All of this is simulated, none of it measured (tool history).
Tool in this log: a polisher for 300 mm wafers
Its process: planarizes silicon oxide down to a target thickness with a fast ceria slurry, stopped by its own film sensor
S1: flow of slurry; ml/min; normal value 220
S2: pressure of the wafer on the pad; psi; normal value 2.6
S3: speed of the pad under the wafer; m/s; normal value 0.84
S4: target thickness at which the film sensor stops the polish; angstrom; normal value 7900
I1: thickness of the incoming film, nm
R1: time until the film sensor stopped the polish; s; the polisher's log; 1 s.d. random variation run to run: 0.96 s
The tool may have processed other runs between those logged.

run 1 hour=0.0 | S1=220 S2=2.6 S3=0.84 S4=7900 | I1=1752.3 | R1=91.5
-- hour=18.5 head pressure recalibrated
run 2 hour=53.8 | S1=220 S2=2.6 S3=0.84 S4=6130 | I1=1705.8 | R1=101.1
-- hour=86.9 slurry nozzle cleaned
run 3 hour=93.1 | S1=220 S2=2.6 S3=0.84 S4=6130 | I1=1718.2 | R1=104.2
run 4 hour=131.7 | S1=220 S2=2.6 S3=0.84 S4=7900 | I1=1746.5 | R1=89.5
-- hour=143.4 worn pad replaced by a new one
run 5 hour=169.3 | S1=220 S2=2.6 S3=0.84 S4=7900 | I1=1745.3 | R1=91.2
run 6 hour=231.9 | S1=220 S2=2.6 S3=0.84 S4=7900 | I1=1736.2 | R1=88.2
run 7 hour=258.0 | S1=165 S2=2.6 S3=0.84 S4=7900 | I1=1755.7 | R1=96.5
run 8 hour=338.7 | S1=220 S2=2.6 S3=0.84 S4=7900 | I1=1725.3 | R1=88.2
-- hour=355.7 worn pad replaced by a new one
run 9 hour=384.0 | S1=220 S2=2.6 S3=0.84 S4=7900 | I1=1755.2 | R1=92.7
run 10 hour=426.8 | S1=220 S2=2.6 S3=1.12 S4=7900 | I1=1727.4 | R1=71.0
run 11 hour=498.6 | S1=220 S2=2.6 S3=0.84 S4=7900 | I1=1717.7 | R1=89.3
-- hour=567.4 worn pad replaced by a new one
run 12 hour=672.5 | S1=255 S2=2.6 S3=0.66 S4=11140 | I1=1743.7 | R1=69.4
run 13 hour=720.5 | S1=180 S2=2.1 S3=0.58 S4=8840 | I1=1696.8 | R1=125.9
-- hour=747.1 head pressure recalibrated
-- hour=766.0 worn pad replaced by a new one
run 14 hour=766.5 | S1=220 S2=2.6 S3=0.84 S4=7900 | I1=1700.8 | R1=85.2
-- hour=790.0 slurry nozzle cleaned
run 15 hour=820.7 | S1=220 S2=2.6 S3=0.60 S4=11050 | I1=1744.4 | R1=77.7
run 16 hour=867.4 | S1=220 S2=2.6 S3=0.84 S4=7900 | I1=1724.6 | R1=87.8
run 17 hour=895.7 | S1=245 S2=2.3 S3=0.84 S4=7900 | I1=1738.5 | R1=98.4
run 18 hour=928.9 | S1=220 S2=2.3 S3=1.06 S4=7900 | I1=1714.7 | R1=81.9
-- hour=971.0 worn pad replaced by a new one
run 19 hour=999.8 | S1=155 S2=2.6 S3=0.72 S4=7900 | I1=1727.6 | R1=104.1

What was the tool's hidden state at every run in the log?
removal rate lost through wear of the pad, %: 0 across all the runs
slurry flow missing at the pad, %: 0 across all the runs
deviation of the head's pressure from its setpoint, %: 0 across all the runs
